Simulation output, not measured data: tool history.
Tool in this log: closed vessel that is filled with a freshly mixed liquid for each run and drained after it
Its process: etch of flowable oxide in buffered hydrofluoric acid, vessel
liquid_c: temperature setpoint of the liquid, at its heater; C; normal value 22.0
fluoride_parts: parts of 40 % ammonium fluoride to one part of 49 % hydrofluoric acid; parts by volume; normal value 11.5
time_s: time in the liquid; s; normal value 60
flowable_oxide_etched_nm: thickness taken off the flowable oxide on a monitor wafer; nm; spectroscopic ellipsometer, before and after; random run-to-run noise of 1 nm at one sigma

run   hour  liquid_c  fluoride_parts  time_s  wafers since the last listed run  hours since the thermometer was replaced  hours since the hydrofluoric acid flow meter was replaced  hours since the gauge calibration  read-back film thickness of the flowable oxide reference wafer, read on the same gauge (nm)  flowable_oxide_etched_nm
  1    0.0      19.0            11.5      60                                 0                                    2564.9                                                     1474.1                              194.4                                                                                       150.01                    103.98
  2   22.9      19.0            11.5      60                              1852                                    2587.8                                                     1497.0                              217.3                                                                                       149.97                    105.33
  3   53.1      19.0            11.5      60                              2443                                    2618.0                                                     1527.2                              247.5                                                                                       149.99                    104.38
  4   78.5      22.0            11.5      60                              2054                                    2643.4                                                     1552.6                              272.9                                                                                       149.99                    121.96
  5   95.5      22.0            11.5      60                              1375                                    2660.4                                                     1569.6                              289.9                                                                                       149.99                    121.93
  6  129.3      22.0            11.5      60                              2734                                    2694.2                                                     1603.4                              323.7                                                                                       150.01                    121.44
  7  164.1      22.0            11.5      60                              2815                                    2729.0                                                     1638.2                              358.5                                                                                       149.99                    122.35
  8  237.0      22.0            11.5      60                              5897                                    2801.9                                                     1711.1                              431.4                                                                                       150.05                    121.58
  9  265.0      18.5            11.5      60                              2265                                    2829.9                                                     1739.1                              459.4                                                                                       149.99                    100.42
 10  300.0      22.0            11.5      40                              2831                                    2864.9                                                     1774.1                              494.4                                                                                       150.03                     81.34
 11  324.4      22.0             7.5      60                              1974                                    2889.3                                                     1798.5                              518.8                                                                                       150.02                    180.49
 12  344.9      22.0            11.5      60                              1658                                    2909.8                                                     1819.0                              539.3                                                                                       149.96                    121.18
     350.5  -- gauge calibrated
     358.9  -- hydrofluoric acid flow meter replaced
 13  377.2      18.5            11.5      35                              2532                                    2942.1                                                       18.3                               26.7                                                                                       149.99                     63.22
 14  412.6      19.0             9.5      90                              2864                                    2977.5                                                       53.7                               62.1                                                                                       150.00                    201.54
     422.5  -- thermometer replaced
 15  441.5      22.0            11.5      60                              2257                                      19.0                                                       82.6                               91.0                                                                                       150.02                    132.50
 16  470.8      22.0            11.5      35                              2370                                      48.3                                                      111.9                              120.3                                                                                       149.98                     77.18
 17  499.4      24.0            14.0      60                              2313                                      76.9                                                      140.5                              148.9                                                                                       150.01                    122.56
 18  529.8      25.5            13.5      45                              2459                                     107.3                                                      170.9                              179.3                                                                                       149.99                    103.32

5 options for the next run, each taken on its own from the tool as it stands now. Forecast them:
  A  530.5      22.0            11.5      85                                56                                     108.0                                                      171.6                              180.0                                                                                            ?                         ?
  B  530.5      17.5            10.0      45                                56                                     108.0                                                      171.6                              180.0                                                                                            ?                         ?
  C  530.5      17.5             9.5      40                                56                                     108.0                                                      171.6                              180.0                                                                                            ?                         ?
  D  530.5      22.0             8.0      45                                56                                     108.0                                                      171.6                              180.0                                                                                            ?                         ?
  E  530.5      22.0             8.0      35                                56                                     108.0                                                      171.6                              180.0                                                                                            ?                         ?

run  read-back film thickness of the flowable oxide reference wafer, read on the same gauge (nm)  flowable_oxide_etched_nm
  A                                                                                       150.01                    189.86
  B                                                                                       150.01                     89.50
  C                                                                                       150.01                     83.10
  D                                                                                       150.01                    139.37
  E                                                                                       150.01                    108.40
Take away the tool's hidden state, keep each run's random variation, and the runs would have read:
run  flowable_oxide_etched_nm
  A                    196.02
  B                     92.40
  C                     84.83
  D                    144.39
  E                    112.31

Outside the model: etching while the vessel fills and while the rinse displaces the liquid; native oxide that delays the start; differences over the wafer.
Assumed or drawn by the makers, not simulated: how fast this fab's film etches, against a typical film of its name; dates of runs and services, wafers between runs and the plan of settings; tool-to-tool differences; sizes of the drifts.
